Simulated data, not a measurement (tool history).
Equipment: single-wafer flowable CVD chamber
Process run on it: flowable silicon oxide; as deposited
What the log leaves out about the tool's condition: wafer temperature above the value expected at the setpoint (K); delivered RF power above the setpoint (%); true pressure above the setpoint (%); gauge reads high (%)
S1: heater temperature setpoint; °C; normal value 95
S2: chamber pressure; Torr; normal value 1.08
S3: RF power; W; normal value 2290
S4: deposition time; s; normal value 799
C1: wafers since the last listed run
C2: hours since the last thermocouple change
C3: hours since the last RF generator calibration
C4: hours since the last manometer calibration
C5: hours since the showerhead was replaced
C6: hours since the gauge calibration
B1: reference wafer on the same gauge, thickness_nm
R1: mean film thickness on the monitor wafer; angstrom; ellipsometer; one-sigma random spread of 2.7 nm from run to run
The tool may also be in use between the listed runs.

run 1 hour=0 | S1=95 S2=1.08 S3=2290 S4=799 | C1=0 C2=2022.3 C3=734.4 C4=110.2 C5=4642.7 C6=489 | B1=852.804 | R1=9124.48
run 2 hour=41.4 | S1=95 S2=1.08 S3=2290 S4=851 | C1=64 C2=2063.7 C3=775.8 C4=151.6 C5=4684.1 C6=530.4 | B1=853.994 | R1=9693.8
run 3 hour=110.2 | S1=95 S2=1.08 S3=2290 S4=851 | C1=107 C2=2132.5 C3=844.6 C4=220.4 C5=4752.9 C6=599.2 | B1=854.282 | R1=9709.78
run 4 hour=216.3 | S1=95 S2=1.08 S3=2460 S4=799 | C1=165 C2=2238.6 C3=950.7 C4=326.5 C5=4859 C6=705.3 | B1=851.77 | R1=9176.35
run 5 hour=288.6 | S1=95 S2=1.08 S3=2460 S4=799 | C1=112 C2=2310.9 C3=1023 C4=398.8 C5=4931.3 C6=777.6 | B1=854.016 | R1=9207.71
run 6 hour=343.2 | S1=95 S2=1.08 S3=2460 S4=799 | C1=85 C2=2365.5 C3=1077.6 C4=453.4 C5=4985.9 C6=832.2 | B1=852.515 | R1=9169.49
run 7 hour=445.8 | S1=95 S2=1.08 S3=2290 S4=799 | C1=159 C2=2468.1 C3=1180.2 C4=556 C5=5088.5 C6=934.8 | B1=853.475 | R1=9123.3
run 8 hour=500.5 | S1=95 S2=1.08 S3=2290 S4=799 | C1=85 C2=2522.8 C3=1234.9 C4=610.7 C5=5143.2 C6=989.5 | B1=853.134 | R1=9093.17
run 9 hour=556.6 | S1=95 S2=1.08 S3=2290 S4=799 | C1=87 C2=2578.9 C3=1291 C4=666.8 C5=5199.3 C6=1045.6 | B1=854.073 | R1=9116.74
run 10 hour=624.8 | S1=95 S2=1.08 S3=2290 S4=799 | C1=106 C2=2647.1 C3=1359.2 C4=735 C5=5267.5 C6=1113.8 | B1=853.38 | R1=9093.19
run 11 hour=794.2 | S1=95 S2=1.08 S3=2605 S4=799 | C1=263 C2=2816.5 C3=1528.6 C4=904.4 C5=5436.9 C6=1283.2 | B1=852.49 | R1=9282.36
run 12 hour=855.6 | S1=95 S2=1.08 S3=2605 S4=799 | C1=95 C2=2877.9 C3=1590 C4=965.8 C5=5498.3 C6=1344.6 | B1=853.134 | R1=9248.9
run 13 hour=935.2 | S1=95 S2=1.08 S3=2605 S4=799 | C1=124 C2=2957.5 C3=1669.6 C4=1045.4 C5=5577.9 C6=1424.2 | B1=852.853 | R1=9286.79
-- hour=962.6 thermocouple changed; heater temperature recalibrated
run 14 hour=992.2 | S1=87 S2=1.08 S3=2515 S4=694 | C1=76 C2=29.6 C3=1726.6 C4=1102.4 C5=5634.9 C6=1481.2 | B1=852.736 | R1=10057.35
run 15 hour=1088.7 | S1=95 S2=1.08 S3=1855 S4=946 | C1=150 C2=126.1 C3=1823.1 C4=1198.9 C5=5731.4 C6=1577.7 | B1=852.973 | R1=10382.85

Estimate the outcome of run 16 from the log above:
run 16 hour=1188.5 | S1=95 S2=1.08 S3=2745 S4=799 | C1=155 C2=225.9 C3=1922.9 C4=1298.7 C5=5831.2 C6=1677.5 | B1=? | R1=?

B1: 854.352
R1: 9288.4 angstrom
With the hidden condition absent and the run-to-run variation left alone, this run would have shown R1 9355.43 angstrom.
